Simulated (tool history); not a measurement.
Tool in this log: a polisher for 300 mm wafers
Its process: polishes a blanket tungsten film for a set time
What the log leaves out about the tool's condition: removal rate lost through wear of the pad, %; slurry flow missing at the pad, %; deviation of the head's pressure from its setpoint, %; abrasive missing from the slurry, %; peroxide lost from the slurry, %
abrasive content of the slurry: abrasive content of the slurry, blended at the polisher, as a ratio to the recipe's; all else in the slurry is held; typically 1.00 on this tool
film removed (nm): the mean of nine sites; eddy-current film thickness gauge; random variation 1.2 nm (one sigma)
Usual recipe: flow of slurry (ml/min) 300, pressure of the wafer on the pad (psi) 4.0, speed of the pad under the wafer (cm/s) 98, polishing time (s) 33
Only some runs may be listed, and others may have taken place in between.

| run | hour | flow of slurry (ml/min) | pressure of the wafer on the pad (psi) | speed of the pad under the wafer (cm/s) | abrasive content of the slurry | polishing time (s) | wafers since the last listed run | wafers polished on this pad | hours since the slurry nozzle was cleaned | hours since the head pressure was calibrated | hours since the slurry blender was calibrated | hours since the slurry got fresh peroxide | incoming thickness of the incoming film, nm | film removed (nm) |
|---|---|---|---|---|---|---|---|---|---|---|---|---|---|---|
| 1 | 0.0 | 300 | 4.0 | 98 | 1.00 | 33 | 0 | 501 | 753.6 | 1547.1 | 76.8 | 0.5 | 1592.8 | 127.2 |
| 2 | 7.1 | 300 | 4.0 | 98 | 1.00 | 33 | 89 | 591 | 760.7 | 1554.2 | 83.9 | 7.6 | 1571.2 | 129.1 |
| 3 | 14.8 | 300 | 4.0 | 98 | 1.00 | 33 | 97 | 688 | 768.4 | 1561.9 | 91.6 | 15.3 | 1589.1 | 126.1 |
| 4 | 24.4 | 300 | 4.0 | 98 | 1.00 | 33 | 121 | 809 | 778.0 | 1571.5 | 101.2 | 24.9 | 1548.8 | 127.6 |
|  | 32.8 | slurry blender recalibrated |
|  | 37.5 | worn pad replaced by a new one |
| 5 | 40.0 | 300 | 4.0 | 98 | 1.00 | 33 | 121 | 31 | 793.6 | 1587.1 | 7.2 | 40.5 | 1552.3 | 126.5 |
| 6 | 53.2 | 300 | 4.0 | 98 | 1.00 | 33 | 166 | 198 | 806.8 | 1600.3 | 20.4 | 53.7 | 1554.5 | 126.3 |
| 7 | 67.4 | 300 | 4.0 | 98 | 1.00 | 33 | 179 | 377 | 821.0 | 1614.5 | 34.6 | 67.9 | 1563.3 | 124.7 |
| 8 | 77.0 | 300 | 3.7 | 120 | 1.00 | 33 | 121 | 499 | 830.6 | 1624.1 | 44.2 | 77.5 | 1554.9 | 132.8 |
|  | 93.3 | head pressure recalibrated |
| 9 | 95.0 | 300 | 3.7 | 120 | 1.00 | 33 | 202 | 701 | 848.6 | 1.7 | 62.2 | 95.5 | 1552.2 | 132.8 |
| 10 | 108.4 | 380 | 4.0 | 98 | 1.00 | 25 | 169 | 871 | 862.0 | 15.1 | 75.6 | 108.9 | 1550.4 | 98.0 |
|  | 115.2 | worn pad replaced by a new one |
| 11 | 115.7 | 300 | 4.0 | 98 | 1.10 | 33 | 41 | 6 | 869.3 | 22.4 | 82.9 | 116.2 | 1550.1 | 126.9 |
| 12 | 129.1 | 270 | 3.2 | 98 | 1.00 | 23 | 169 | 175 | 882.7 | 35.8 | 96.3 | 129.6 | 1561.4 | 67.7 |
|  | 134.8 | slurry blender recalibrated |
| 13 | 136.8 | 300 | 4.0 | 98 | 1.00 | 27 | 72 | 247 | 890.4 | 43.5 | 2.0 | 137.3 | 1567.4 | 100.3 |
| 14 | 152.1 | 300 | 4.0 | 98 | 1.00 | 33 | 193 | 441 | 905.7 | 58.8 | 17.3 | 152.6 | 1581.8 | 118.7 |
| 15 | 163.8 | 300 | 3.1 | 68 | 0.75 | 40 | 147 | 589 | 917.4 | 70.5 | 29.0 | 164.3 | 1565.3 | 83.2 |
| 16 | 173.6 | 300 | 4.0 | 98 | 1.00 | 27 | 123 | 713 | 927.2 | 80.3 | 38.8 | 174.1 | 1551.0 | 96.9 |
| 17 | 183.9 | 300 | 3.5 | 98 | 1.00 | 33 | 130 | 843 | 937.5 | 90.6 | 49.1 | 184.4 | 1544.4 | 105.1 |
|  | 186.9 | slurry nozzle cleaned |
|  | 193.4 | worn pad replaced by a new one |
| 18 | 199.4 | 300 | 4.0 | 98 | 1.00 | 27 | 132 | 75 | 12.5 | 106.1 | 64.6 | 199.9 | 1586.0 | 111.7 |
|  | 203.5 | slurry tank refilled with fresh slurry and peroxide |
| 19 | 207.7 | 300 | 4.0 | 98 | 1.00 | 33 | 92 | 167 | 20.8 | 114.4 | 72.9 | 4.2 | 1536.0 | 136.9 |
| 20 | 217.1 | 365 | 4.0 | 68 | 1.00 | 33 | 118 | 286 | 30.2 | 123.8 | 82.3 | 13.6 | 1570.0 | 107.7 |
| 21 | 232.0 | 300 | 4.6 | 98 | 1.00 | 33 | 188 | 474 | 45.1 | 138.7 | 97.2 | 28.5 | 1549.2 | 159.6 |
|  | 243.1 | slurry blender recalibrated |
| 22 | 243.8 | 300 | 3.2 | 98 | 0.70 | 33 | 123 | 598 | 56.9 | 150.5 | 0.7 | 40.3 | 1560.8 | 101.3 |
| 23 | 254.7 | 300 | 4.0 | 126 | 0.70 | 33 | 137 | 736 | 67.8 | 161.4 | 11.6 | 51.2 | 1547.5 | 152.8 |
| 24 | 269.2 | 300 | 4.0 | 98 | 1.00 | 33 | 183 | 920 | 82.3 | 175.9 | 26.1 | 65.7 | 1548.5 | 135.0 |
|  | 281.4 | worn pad replaced by a new one |
| 25 | 309.9 | 300 | 2.8 | 98 | 0.70 | 33 | 464 | 359 | 123.0 | 216.6 | 66.8 | 106.4 | 1574.1 | 88.3 |
| 26 | 324.4 | 405 | 4.0 | 98 | 1.25 | 33 | 183 | 543 | 137.5 | 231.1 | 81.3 | 120.9 | 1532.9 | 148.6 |

Entry by entry between the runs, the difference in hidden state between the last listed run before and the first listed run after:
Between runs 4 and 5: slurry blender recalibrated (hour 32.8); worn pad replaced by a new one (hour 37.5)
  slurry flow missing at the pad, %: 40.2 -> 41.6
  what was measured, less what the result would be without the hidden state, film removed (nm): -9.1 -> -9.7
Between runs 8 and 9: head pressure recalibrated (hour 93.3)
  slurry flow missing at the pad, %: 45 -> 46.7
  what was measured, less what the result would be without the hidden state, film removed (nm): -11.9 -> -12.8
Between runs 10 and 11: worn pad replaced by a new one (hour 115.2)
  slurry flow missing at the pad, %: 47.9 -> 48.7
  what was measured, less what the result would be without the hidden state, film removed (nm): -7.8 -> -13.4
Between runs 12 and 13: slurry blender recalibrated (hour 134.8)
  slurry flow missing at the pad, %: 50 -> 50.7
  what was measured, less what the result would be without the hidden state, film removed (nm): -8.5 -> -11.6
Between runs 17 and 18: slurry nozzle cleaned (hour 186.9); worn pad replaced by a new one (hour 193.4)
  slurry flow missing at the pad, %: 55.6 -> 1.59
  what was measured, less what the result would be without the hidden state, film removed (nm): -15.3 -> -0.2
Between runs 18 and 19: slurry tank refilled with fresh slurry and peroxide (hour 203.5)
  slurry flow missing at the pad, %: 1.59 -> 1.6
  what was measured, less what the result would be without the hidden state, film removed (nm): -0.2 -> -0.2
Between runs 21 and 22: slurry blender recalibrated (hour 243.1)
  slurry flow missing at the pad, %: 1.69 -> 1.76
  what was measured, less what the result would be without the hidden state, film removed (nm): -0.3 -> -0.2
Between runs 24 and 25: worn pad replaced by a new one (hour 281.4)
  slurry flow missing at the pad, %: 1.96 -> 2.43
  what was measured, less what the result would be without the hidden state, film removed (nm): -0.3 -> -0.2
